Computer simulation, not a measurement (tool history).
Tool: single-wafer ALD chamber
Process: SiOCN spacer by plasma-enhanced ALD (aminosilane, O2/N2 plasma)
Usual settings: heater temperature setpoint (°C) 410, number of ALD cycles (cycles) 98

run    hour  heater temperature setpoint (°C)  number of ALD cycles (cycles)  wafers since the last listed run  hours since the last thermocouple change  hours since the gauge calibration  read-back reference wafer on the same gauge, thickness_nm  mean film thickness on the monitor wafer (Å)
  1       0                               410                            109                                 0                                    1052.8                             1157.9                                                      6.329                                         71.24
        1.1  -- gauge calibrated
  2    56.8                               406                             98                               201                                    1109.6                               55.7                                                      6.328                                         64.82
  3    94.5                               406                             98                               134                                    1147.3                               93.4                                                      6.331                                          64.9
      180.5  -- thermocouple changed; heater temperature recalibrated
  4   186.4                               406                             98                               298                                       5.9                              185.3                                                       6.33                                         65.84
  5   255.4                               416                             98                               245                                      74.9                              254.3                                                      6.325                                         63.71
  6   336.9                               416                             98                               289                                     156.4                              335.8                                                      6.326                                         63.67
  7   386.2                               416                             98                               175                                     205.7                              385.1                                                       6.33                                          63.4
  8   434.2                               410                             98                               170                                     253.7                              433.1                                                      6.334                                         64.71
  9   513.4                               410                             98                               281                                     332.9                              512.3                                                      6.329                                         64.54
 10   620.7                               410                             98                               381                                     440.2                              619.6                                                      6.327                                         64.68
 11   658.2                               410                             98                               133                                     477.7                              657.1                                                       6.33                                         64.71
 12   739.7                               410                             98                               289                                     559.2                              738.6                                                      6.336                                         64.45
 13   842.8                               410                             98                               366                                     662.3                              841.7                                                      6.329                                         64.42
 14   891.3                               410                             98                               172                                     710.8                              890.2                                                      6.328                                         64.42
 15   947.5                               410                             98                               199                                       767                              946.4                                                      6.333                                         64.62
 16  1012.9                               410                             98                               232                                     832.4                             1011.8                                                      6.331                                         64.45
     1117.3  -- gauge calibrated
 17    1118                               396                             98                               373                                     937.5                                0.7                                                      6.328                                         66.67
 18  1162.1                               421                            112                               156                                     981.6                               44.8                                                      6.332                                         70.82
 19  1206.4                               419                             98                               157                                    1025.9                               89.1                                                      6.331                                         62.36
 20  1288.8                               404                             98                               292                                    1108.3                              171.5                                                      6.326                                         65.69
 21  1364.1                               401                            105                               267                                    1183.6                              246.8                                                      6.331                                         70.46
 22  1429.9                               416                            105                               233                                    1249.4                              312.6                                                      6.325                                         67.26
 23  1501.9                               402                             89                               255                                    1321.4                              384.6                                                      6.328                                         59.06
 24  1541.8                               402                             98                               141                                    1361.3                              424.5                                                       6.33                                         65.56
 25    1640                               423                            117                               349                                    1459.5                              522.7                                                      6.333                                         72.77
     1661.1  -- thermocouple changed; heater temperature recalibrated
 26  1711.4                               410                            114                               225                                      50.3                              594.1                                                      6.332                                         75.42
 27  1748.2                               410                             98                               130                                      87.1                              630.9                                                       6.33                                         64.24
 28  1818.5                               401                            105                               249                                     157.4                              701.2                                                      6.328                                         71.43
 29    1892                               410                             98                               261                                     230.9                              774.7                                                      6.334                                         64.84
       2156  -- gauge calibrated
 30  2183.1                               419                            108                              1035                                       522                               27.1                                                      6.332                                         69.25
 31  2232.8                               415                             92                               176                                     571.7                               76.8                                                       6.33                                         59.79

The same runs without the tool's hidden state, with the same run-to-run variation:
The hidden state here: wafer temperature above the value expected at the setpoint (K); gauge reads high (%).
run  mean film thickness on the monitor wafer (Å)
  1                                          71.9
  2                                         65.48
  3                                          65.6
  4                                         65.88
  5                                         63.75
  6                                         63.72
  7                                         63.46
  8                                         64.78
  9                                         64.64
 10                                         64.82
 11                                         64.87
 12                                         64.65
 13                                          64.7
 14                                         64.73
 15                                         64.97
 16                                         64.86
 17                                         66.67
 18                                         71.45
 19                                         62.96
 20                                         66.38
 21                                         71.29
 22                                         68.18
 23                                         59.92
 24                                         66.59
 25                                         74.16
 26                                         75.52
 27                                         64.33
 28                                         71.53
 29                                         64.95
 30                                         69.51
 31                                         60.03

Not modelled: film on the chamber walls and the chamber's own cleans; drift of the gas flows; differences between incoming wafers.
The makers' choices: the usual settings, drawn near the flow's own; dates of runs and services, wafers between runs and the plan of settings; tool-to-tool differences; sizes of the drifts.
